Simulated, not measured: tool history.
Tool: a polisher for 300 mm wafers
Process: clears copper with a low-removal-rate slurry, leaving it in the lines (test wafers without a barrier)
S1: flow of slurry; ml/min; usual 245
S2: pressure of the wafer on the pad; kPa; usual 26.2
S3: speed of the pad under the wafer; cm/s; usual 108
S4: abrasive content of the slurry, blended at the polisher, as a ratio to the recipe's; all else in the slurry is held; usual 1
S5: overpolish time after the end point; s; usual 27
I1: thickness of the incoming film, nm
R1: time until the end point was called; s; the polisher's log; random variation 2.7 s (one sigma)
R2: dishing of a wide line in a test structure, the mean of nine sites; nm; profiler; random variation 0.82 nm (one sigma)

run 1 hour=0 | S1=245 S2=26.2 S3=108 S4=1 S5=27 | I1=565.3 | R1=164.6 R2=59.2
run 2 hour=13.5 | S1=245 S2=26.2 S3=108 S4=1 S5=27 | I1=564 | R1=164.9 R2=60.3
run 3 hour=20.2 | S1=245 S2=26.2 S3=108 S4=1 S5=27 | I1=561.6 | R1=163.6 R2=57.6
run 4 hour=40.6 | S1=245 S2=26.2 S3=108 S4=1 S5=27 | I1=558.3 | R1=164.2 R2=60.6
run 5 hour=48.9 | S1=245 S2=26.2 S3=108 S4=1 S5=27 | I1=555.7 | R1=159 R2=58.4
run 6 hour=60.8 | S1=245 S2=26.2 S3=108 S4=1 S5=27 | I1=555.3 | R1=166.6 R2=57.2
run 7 hour=70.5 | S1=245 S2=26.2 S3=108 S4=1 S5=27 | I1=549.6 | R1=161.4 R2=58
run 8 hour=87.5 | S1=245 S2=26.2 S3=108 S4=1 S5=27 | I1=558.2 | R1=170.3 R2=56.7
-- hour=92.8 worn pad replaced by a new one
run 9 hour=95.4 | S1=245 S2=26.2 S3=108 S4=1 S5=27 | I1=554 | R1=176.2 R2=53.2
run 10 hour=110.3 | S1=245 S2=26.2 S3=108 S4=1 S5=27 | I1=561.5 | R1=180.8 R2=55.2
run 11 hour=126 | S1=245 S2=26.2 S3=108 S4=1 S5=27 | I1=562.7 | R1=180 R2=54.2
run 12 hour=141.3 | S1=245 S2=32.4 S3=108 S4=1 S5=27 | I1=552.4 | R1=144.7 R2=64.8
-- hour=158.9 slurry blender recalibrated
-- hour=171.8 worn pad replaced by a new one, repeated, since the last time left the tool worse
run 13 hour=175.1 | S1=245 S2=26.2 S3=108 S4=1 S5=27 | I1=557 | R1=158.2 R2=60.2
run 14 hour=192.6 | S1=275 S2=22.8 S3=108 S4=1 S5=27 | I1=561.7 | R1=175.1 R2=53.5
run 15 hour=203.4 | S1=315 S2=26.2 S3=140 S4=1 S5=14 | I1=560 | R1=122.1 R2=42.7
-- hour=204.5 slurry nozzle cleaned
run 16 hour=219.8 | S1=170 S2=26.2 S3=108 S4=1 S5=27 | I1=562.5 | R1=164.1 R2=58.3
run 17 hour=229.4 | S1=245 S2=26.2 S3=108 S4=0.8 S5=15 | I1=552.6 | R1=159.7 R2=35
run 18 hour=243.3 | S1=245 S2=26.2 S3=96 S4=1 S5=27 | I1=560.4 | R1=178.4 R2=54.6
-- hour=253.8 head pressure recalibrated
run 19 hour=256.6 | S1=290 S2=30.3 S3=128 S4=1.1 S5=27 | I1=554.1 | R1=116.2 R2=76.6
run 20 hour=271.2 | S1=205 S2=26.2 S3=108 S4=1 S5=27 | I1=566.6 | R1=165.7 R2=58.8
run 21 hour=321.7 | S1=245 S2=26.2 S3=108 S4=1 S5=27 | I1=559.1 | R1=167.9 R2=58
run 22 hour=327.7 | S1=245 S2=26.2 S3=108 S4=1 S5=27 | I1=565.9 | R1=164.7 R2=59.1
-- hour=336.6 worn pad replaced by a new one
run 23 hour=345.3 | S1=220 S2=26.2 S3=108 S4=1 S5=27 | I1=550.2 | R1=159.9 R2=61.6

Hidden state or all else? Some run-to-run changes of R1, split into what the settings, what came in and random variation would give without the hidden state, and what is left for the hidden state (with any gauge scatter that isn't in both results):
The hidden state here: removal rate lost through wear of the pad, %; slurry flow missing at the pad, %; deviation of the head's pressure from its setpoint, %; abrasive missing from the slurry, %.
Run 8 -> 9: worn pad replaced by a new one. R1 +5.9 s: hidden state +9.8, all else -3.9.
Run 12 -> 13: S2 32.4 -> 26.2, slurry blender recalibrated, worn pad replaced by a new one, repeated, since the last time left the tool worse. R1 +13.5 s: hidden state -18.3, all else +31.8.
Run 14 -> 15: S1 275 -> 315, S2 22.8 -> 26.2, S3 108 -> 140, S5 27 -> 14. R1 -53 s: hidden state -0.4, all else -52.6.
Run 18 -> 19: S1 245 -> 290, S2 26.2 -> 30.3, S3 96 -> 128, S4 1 -> 1.1, head pressure recalibrated. R1 -62.2 s: hidden state -0.6, all else -61.6.
